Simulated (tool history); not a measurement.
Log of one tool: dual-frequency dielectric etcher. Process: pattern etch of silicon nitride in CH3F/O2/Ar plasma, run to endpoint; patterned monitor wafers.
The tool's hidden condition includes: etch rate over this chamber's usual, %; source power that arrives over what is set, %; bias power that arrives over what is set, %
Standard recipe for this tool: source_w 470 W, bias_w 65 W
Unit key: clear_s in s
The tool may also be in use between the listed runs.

run   hour  source_w  bias_w  wafers since the last listed run  hours since the last wet clean  hours since the last source power generator calibration  hours since the last bias power generator calibration  hours since the last upper electrode change  incoming incoming film thickness, nm  clear_s
  1    0.0       470      65                                 0                           306.3                                                   2901.4                                                 2299.2                                       4585.7                                 36.23     53.0
  2   10.4       470      65                               163                           316.7                                                   2911.8                                                 2309.6                                       4596.1                                 36.74     53.6
  3   27.5       470      65                               268                           333.8                                                   2928.9                                                 2326.7                                       4613.2                                 36.97     53.9
  4   35.2       470      65                               121                           341.5                                                   2936.6                                                 2334.4                                       4620.9                                 36.82     54.0
  5   46.9       470      65                               183                           353.2                                                   2948.3                                                 2346.1                                       4632.6                                 37.00     54.3
  6   54.6       470      65                               121                           360.9                                                   2956.0                                                 2353.8                                       4640.3                                 36.96     54.1
  7   63.0       470      65                               132                           369.3                                                   2964.4                                                 2362.2                                       4648.7                                 36.65     54.0
  8   77.0       470      65                               220                           383.3                                                   2978.4                                                 2376.2                                       4662.7                                 36.74     54.0
  9   86.0       430      65                               141                           392.3                                                   2987.4                                                 2385.2                                       4671.7                                 37.10     57.1
      95.0  -- bias power generator calibrated
 10   96.1       470      51                                95                           402.4                                                   2997.5                                                    1.1                                       4681.8                                 36.72     59.1
     106.5  -- source power generator calibrated
     127.1  -- wet clean of the chamber
     135.5  -- upper electrode replaced
 11  136.0       370      74                               107                             8.9                                                     29.5                                                   41.0                                          0.5                                 36.65     55.2
 12  136.4       360      60                                 6                             9.3                                                     29.9                                                   41.4                                          0.9                                 36.69     60.7
 13  141.3       470      65                                77                            14.2                                                     34.8                                                   46.3                                          5.8                                 36.37     50.6
 14  158.5       470      52                               270                            31.4                                                     52.0                                                   63.5                                         23.0                                 37.04     55.8
 15  165.1       430      76                               103                            38.0                                                     58.6                                                   70.1                                         29.6                                 36.94     50.6
 16  171.2       520      53                                95                            44.1                                                     64.7                                                   76.2                                         35.7                                 36.64     51.7

Branching from run 16: 4 alternative next runs. What would each branch give?
  A  171.6       470      65                                 6                            44.5                                                     65.1                                                   76.6                                         36.1                                 36.84        ?
  B  171.6       470      69                                 6                            44.5                                                     65.1                                                   76.6                                         36.1                                 36.84        ?
  C  171.6       370      58                                 6                            44.5                                                     65.1                                                   76.6                                         36.1                                 36.84        ?
  D  171.6       390      65                                 6                            44.5                                                     65.1                                                   76.6                                         36.1                                 36.84        ?

run  clear_s
  A     51.7
  B     50.7
  C     61.5
  D     57.3
Without the tool's unlogged condition, the same runs would have read:
run  clear_s
  A     51.7
  B     50.6
  C     61.5
  D     57.2

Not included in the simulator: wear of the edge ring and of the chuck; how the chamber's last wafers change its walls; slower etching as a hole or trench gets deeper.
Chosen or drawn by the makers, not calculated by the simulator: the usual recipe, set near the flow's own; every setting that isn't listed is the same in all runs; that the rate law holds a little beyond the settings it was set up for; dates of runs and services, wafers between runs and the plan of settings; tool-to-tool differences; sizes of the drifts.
